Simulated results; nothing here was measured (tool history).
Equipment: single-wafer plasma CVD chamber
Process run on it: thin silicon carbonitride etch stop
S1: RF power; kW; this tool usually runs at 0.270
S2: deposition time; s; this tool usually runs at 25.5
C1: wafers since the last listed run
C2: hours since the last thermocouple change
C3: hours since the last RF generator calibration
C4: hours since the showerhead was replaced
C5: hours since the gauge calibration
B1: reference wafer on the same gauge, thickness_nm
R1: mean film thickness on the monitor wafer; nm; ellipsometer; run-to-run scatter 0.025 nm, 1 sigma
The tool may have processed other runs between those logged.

| run | hour | S1 | S2 | C1 | C2 | C3 | C4 | C5 | B1 | R1 |
|---|---|---|---|---|---|---|---|---|---|---|
| 1 | 0.0 | 0.270 | 25.5 | 0 | 697.4 | 987.2 | 6218.9 | 254.4 | 13.399 | 16.369 |
| 2 | 52.8 | 0.270 | 22.6 | 1421 | 750.2 | 1040.0 | 6271.7 | 307.2 | 13.400 | 14.532 |
| 3 | 107.7 | 0.270 | 22.6 | 1477 | 805.1 | 1094.9 | 6326.6 | 362.1 | 13.402 | 14.496 |
| 4 | 163.4 | 0.270 | 22.6 | 1499 | 860.8 | 1150.6 | 6382.3 | 417.8 | 13.397 | 14.522 |
| 5 | 231.4 | 0.270 | 25.5 | 1830 | 928.8 | 1218.6 | 6450.3 | 485.8 | 13.403 | 16.403 |
| 6 | 286.8 | 0.270 | 25.5 | 1491 | 984.2 | 1274.0 | 6505.7 | 541.2 | 13.399 | 16.358 |
| 7 | 340.4 | 0.270 | 25.5 | 1442 | 1037.8 | 1327.6 | 6559.3 | 594.8 | 13.397 | 16.347 |
| 8 | 389.6 | 0.270 | 25.5 | 1324 | 1087.0 | 1376.8 | 6608.5 | 644.0 | 13.402 | 16.416 |
| 9 | 415.0 | 0.270 | 25.5 | 683 | 1112.4 | 1402.2 | 6633.9 | 669.4 | 13.402 | 16.374 |
| 10 | 469.8 | 0.255 | 28.0 | 1474 | 1167.2 | 1457.0 | 6688.7 | 724.2 | 13.402 | 17.580 |
| 11 | 520.5 | 0.255 | 28.0 | 1364 | 1217.9 | 1507.7 | 6739.4 | 774.9 | 13.398 | 17.570 |
| 12 | 561.5 | 0.295 | 25.5 | 1103 | 1258.9 | 1548.7 | 6780.4 | 815.9 | 13.399 | 16.868 |
| 13 | 615.6 | 0.280 | 28.1 | 1456 | 1313.0 | 1602.8 | 6834.5 | 870.0 | 13.405 | 18.296 |
| 14 | 639.8 | 0.280 | 28.1 | 651 | 1337.2 | 1627.0 | 6858.7 | 894.2 | 13.400 | 18.237 |
| 15 | 664.0 | 0.280 | 28.1 | 651 | 1361.4 | 1651.2 | 6882.9 | 918.4 | 13.394 | 18.265 |
| 16 | 713.0 | 0.270 | 25.5 | 1318 | 1410.4 | 1700.2 | 6931.9 | 967.4 | 13.404 | 16.345 |
| 17 | 780.0 | 0.270 | 25.5 | 1803 | 1477.4 | 1767.2 | 6998.9 | 1034.4 | 13.402 | 16.339 |
| 18 | 847.8 | 0.270 | 25.5 | 1824 | 1545.2 | 1835.0 | 7066.7 | 1102.2 | 13.399 | 16.351 |
| 19 | 889.0 | 0.270 | 25.5 | 1108 | 1586.4 | 1876.2 | 7107.9 | 1143.4 | 13.396 | 16.360 |
|  | 932.1 | showerhead replaced |
| 20 | 936.0 | 0.220 | 28.7 | 1049 | 1633.4 | 1923.2 | 3.9 | 1190.4 | 13.404 | 16.979 |
| 21 | 967.8 | 0.270 | 20.8 | 855 | 1665.2 | 1955.0 | 35.7 | 1222.2 | 13.399 | 13.356 |
| 22 | 1026.8 | 0.315 | 29.7 | 1587 | 1724.2 | 2014.0 | 94.7 | 1281.2 | 13.399 | 20.108 |
| 23 | 1069.9 | 0.270 | 25.5 | 1160 | 1767.3 | 2057.1 | 137.8 | 1324.3 | 13.399 | 16.312 |
|  | 1090.1 | thermocouple changed; heater temperature recalibrated |
|  | 1140.8 | RF generator calibrated |
| 24 | 1141.3 | 0.300 | 22.7 | 1491 | 51.2 | 0.5 | 209.2 | 1395.7 | 13.404 | 15.322 |
| 25 | 1168.6 | 0.270 | 29.6 | 734 | 78.5 | 27.8 | 236.5 | 1423.0 | 13.404 | 19.200 |
| 26 | 1229.8 | 0.270 | 25.5 | 1647 | 139.7 | 89.0 | 297.7 | 1484.2 | 13.398 | 16.506 |
| 27 | 1258.3 | 0.300 | 30.5 | 767 | 168.2 | 117.5 | 326.2 | 1512.7 | 13.398 | 20.509 |
|  | 1298.6 | gauge calibrated |
| 28 | 1315.8 | 0.320 | 22.0 | 1547 | 225.7 | 175.0 | 383.7 | 17.2 | 13.399 | 15.128 |
| 29 | 1346.8 | 0.270 | 25.5 | 834 | 256.7 | 206.0 | 414.7 | 48.2 | 13.397 | 16.442 |
| 30 | 1406.7 | 0.270 | 25.5 | 1612 | 316.6 | 265.9 | 474.6 | 108.1 | 13.398 | 16.449 |
| 31 | 1444.3 | 0.310 | 25.5 | 1011 | 354.2 | 303.5 | 512.2 | 145.7 | 13.402 | 17.296 |
| 32 | 1510.3 | 0.270 | 25.5 | 1776 | 420.2 | 369.5 | 578.2 | 211.7 | 13.400 | 16.443 |
| 33 | 1552.9 | 0.270 | 25.5 | 1146 | 462.8 | 412.1 | 620.8 | 254.3 | 13.400 | 16.447 |
| 34 | 1583.0 | 0.290 | 25.5 | 810 | 492.9 | 442.2 | 650.9 | 284.4 | 13.403 | 16.838 |
| 35 | 1773.8 | 0.270 | 21.9 | 5135 | 683.7 | 633.0 | 841.7 | 475.2 | 13.400 | 14.046 |
| 36 | 1837.7 | 0.270 | 28.8 | 1719 | 747.6 | 696.9 | 905.6 | 539.1 | 13.402 | 18.500 |

Predict each of these 3 candidate next runs independently; none follows another, all start after run 36:
| A | 1838.1 | 0.270 | 27.6 | 10 | 748.0 | 697.3 | 906.0 | 539.5 | ? | ? |
| B | 1838.1 | 0.305 | 24.2 | 10 | 748.0 | 697.3 | 906.0 | 539.5 | ? | ? |
| C | 1838.1 | 0.220 | 23.0 | 10 | 748.0 | 697.3 | 906.0 | 539.5 | ? | ? |

| run | B1 | R1 |
|---|---|---|
| A | 13.400 | 17.715 |
| B | 13.400 | 16.256 |
| C | 13.400 | 13.628 |
The same runs, with their run-to-run variation unchanged, on a tool lacking any hidden condition would have given:
| run | R1 |
|---|---|
| A | 17.951 |
| B | 16.472 |
| C | 13.810 |
